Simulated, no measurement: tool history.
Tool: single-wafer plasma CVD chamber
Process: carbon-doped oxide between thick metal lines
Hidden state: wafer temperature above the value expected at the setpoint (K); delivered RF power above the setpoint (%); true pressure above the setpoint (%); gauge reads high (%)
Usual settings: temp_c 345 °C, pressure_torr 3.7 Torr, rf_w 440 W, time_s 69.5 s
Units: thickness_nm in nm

| run | hour | temp_c | pressure_torr | rf_w | time_s | wafers since the last listed run | hours since the last thermocouple change | hours since the last RF generator calibration | hours since the last manometer calibration | hours since the showerhead was replaced | hours since the gauge calibration | read-back reference wafer on the same gauge, thickness_nm | thickness_nm |
|---|---|---|---|---|---|---|---|---|---|---|---|---|---|
| 1 | 0 | 345 | 3.7 | 380 | 69.5 | 0 | 2556.8 | 1905.4 | 1262.6 | 6658.3 | 303.1 | 377.823 | 277.138 |
| 2 | 16.4 | 345 | 3.7 | 440 | 69.5 | 303 | 2573.2 | 1921.8 | 1279 | 6674.7 | 319.5 | 377.987 | 319.341 |
|  | 17 | gauge calibrated |
| 3 | 31.6 | 345 | 3.7 | 440 | 62.7 | 281 | 2588.4 | 1937 | 1294.2 | 6689.9 | 14.6 | 377.821 | 288.786 |
| 4 | 47.2 | 345 | 3.7 | 440 | 77.7 | 288 | 2604 | 1952.6 | 1309.8 | 6705.5 | 30.2 | 377.905 | 357.742 |
| 5 | 78.2 | 345 | 3.7 | 440 | 77.7 | 573 | 2635 | 1983.6 | 1340.8 | 6736.5 | 61.2 | 377.945 | 357.73 |
| 6 | 92.9 | 345 | 3.7 | 440 | 77.7 | 272 | 2649.7 | 1998.3 | 1355.5 | 6751.2 | 75.9 | 378.006 | 356.062 |
| 7 | 100.1 | 345 | 3.7 | 500 | 69.5 | 133 | 2656.9 | 2005.5 | 1362.7 | 6758.4 | 83.1 | 377.714 | 357.411 |
| 8 | 108.1 | 345 | 3.7 | 500 | 69.5 | 148 | 2664.9 | 2013.5 | 1370.7 | 6766.4 | 91.1 | 377.893 | 356.074 |
| 9 | 125.2 | 345 | 3.7 | 500 | 69.5 | 316 | 2682 | 2030.6 | 1387.8 | 6783.5 | 108.2 | 378.057 | 356.974 |
| 10 | 136.3 | 345 | 3.7 | 440 | 66 | 205 | 2693.1 | 2041.7 | 1398.9 | 6794.6 | 119.3 | 378.211 | 303.008 |
| 11 | 145.8 | 345 | 3.7 | 440 | 66 | 175 | 2702.6 | 2051.2 | 1408.4 | 6804.1 | 128.8 | 377.926 | 303.763 |
| 12 | 153.9 | 345 | 3.7 | 440 | 66 | 149 | 2710.7 | 2059.3 | 1416.5 | 6812.2 | 136.9 | 378.089 | 302.908 |
|  | 163.2 | showerhead replaced |
| 13 | 166.5 | 345 | 3.7 | 440 | 79.8 | 85 | 2723.3 | 2071.9 | 1429.1 | 3.3 | 149.5 | 378.087 | 364.795 |
| 14 | 177.6 | 345 | 3.7 | 440 | 79.8 | 205 | 2734.4 | 2083 | 1440.2 | 14.4 | 160.6 | 378.124 | 365.723 |
|  | 200 | capacitance manometer re-zeroed and calibrated |
| 15 | 200.5 | 345 | 3.23 | 440 | 69.5 | 275 | 2757.3 | 2105.9 | 0.5 | 37.3 | 183.5 | 377.996 | 314.58 |
| 16 | 207.1 | 353 | 4.56 | 480 | 69.5 | 122 | 2763.9 | 2112.5 | 7.1 | 43.9 | 190.1 | 378.129 | 344.048 |
|  | 226.6 | RF generator calibrated |
| 17 | 227.1 | 345 | 3.7 | 525 | 69.5 | 222 | 2783.9 | 0.5 | 27.1 | 63.9 | 210.1 | 378.14 | 396.927 |
| 18 | 231.6 | 354 | 3.27 | 395 | 69.5 | 83 | 2788.4 | 5 | 31.6 | 68.4 | 214.6 | 378.22 | 301.727 |
| 19 | 247.4 | 345 | 3.7 | 440 | 66 | 292 | 2804.2 | 20.8 | 47.4 | 84.2 | 230.4 | 377.849 | 325.842 |
| 20 | 258.6 | 345 | 3.7 | 440 | 69.5 | 207 | 2815.4 | 32 | 58.6 | 95.4 | 241.6 | 377.74 | 344.143 |
| 21 | 267.4 | 358 | 3.97 | 440 | 56.7 | 162 | 2824.2 | 40.8 | 67.4 | 104.2 | 250.4 | 378.083 | 273.907 |
|  | 281.3 | thermocouple changed; heater temperature recalibrated |
|  | 300.2 | gauge calibrated |
| 22 | 316.6 | 337 | 2.98 | 500 | 77.2 | 762 | 35.3 | 90 | 116.6 | 153.4 | 16.4 | 378.052 | 424.366 |
| 23 | 363.7 | 352 | 3.24 | 505 | 60.5 | 871 | 82.4 | 137.1 | 163.7 | 200.5 | 63.5 | 378.103 | 323.366 |
| 24 | 370.6 | 359 | 3.35 | 440 | 75.6 | 127 | 89.3 | 144 | 170.6 | 207.4 | 70.4 | 377.851 | 354.8 |
| 25 | 380 | 345 | 3.7 | 440 | 69.5 | 174 | 98.7 | 153.4 | 180 | 216.8 | 79.8 | 377.695 | 340.374 |
| 26 | 387.1 | 345 | 3.7 | 440 | 69.5 | 131 | 105.8 | 160.5 | 187.1 | 223.9 | 86.9 | 377.812 | 340.564 |
| 27 | 399.2 | 340 | 3.21 | 440 | 69.5 | 223 | 117.9 | 172.6 | 199.2 | 236 | 99 | 378.241 | 339.599 |
| 28 | 415.6 | 336 | 3.7 | 390 | 75.8 | 303 | 134.3 | 189 | 215.6 | 252.4 | 115.4 | 378.045 | 339.132 |
| 29 | 422.8 | 345 | 3.7 | 440 | 63.8 | 133 | 141.5 | 196.2 | 222.8 | 259.6 | 122.6 | 377.792 | 310.809 |

Forecast each of these 3 alternatives for the next run:
| A | 423.2 | 345 | 3.7 | 440 | 61 | 7 | 141.9 | 196.6 | 223.2 | 260 | 123 | ? | ? |
| B | 423.2 | 345 | 3.7 | 470 | 69.5 | 7 | 141.9 | 196.6 | 223.2 | 260 | 123 | ? | ? |
| C | 423.2 | 345 | 2.98 | 440 | 69.5 | 7 | 141.9 | 196.6 | 223.2 | 260 | 123 | ? | ? |

| run | read-back reference wafer on the same gauge, thickness_nm | thickness_nm |
|---|---|---|
| A | 378.053 | 297.585 |
| B | 378.053 | 358.709 |
| C | 378.053 | 333.322 |
Without the tool's hidden state the same runs would have given:
| run | thickness_nm |
|---|---|
| A | 303.157 |
| B | 364.49 |
| C | 339.564 |

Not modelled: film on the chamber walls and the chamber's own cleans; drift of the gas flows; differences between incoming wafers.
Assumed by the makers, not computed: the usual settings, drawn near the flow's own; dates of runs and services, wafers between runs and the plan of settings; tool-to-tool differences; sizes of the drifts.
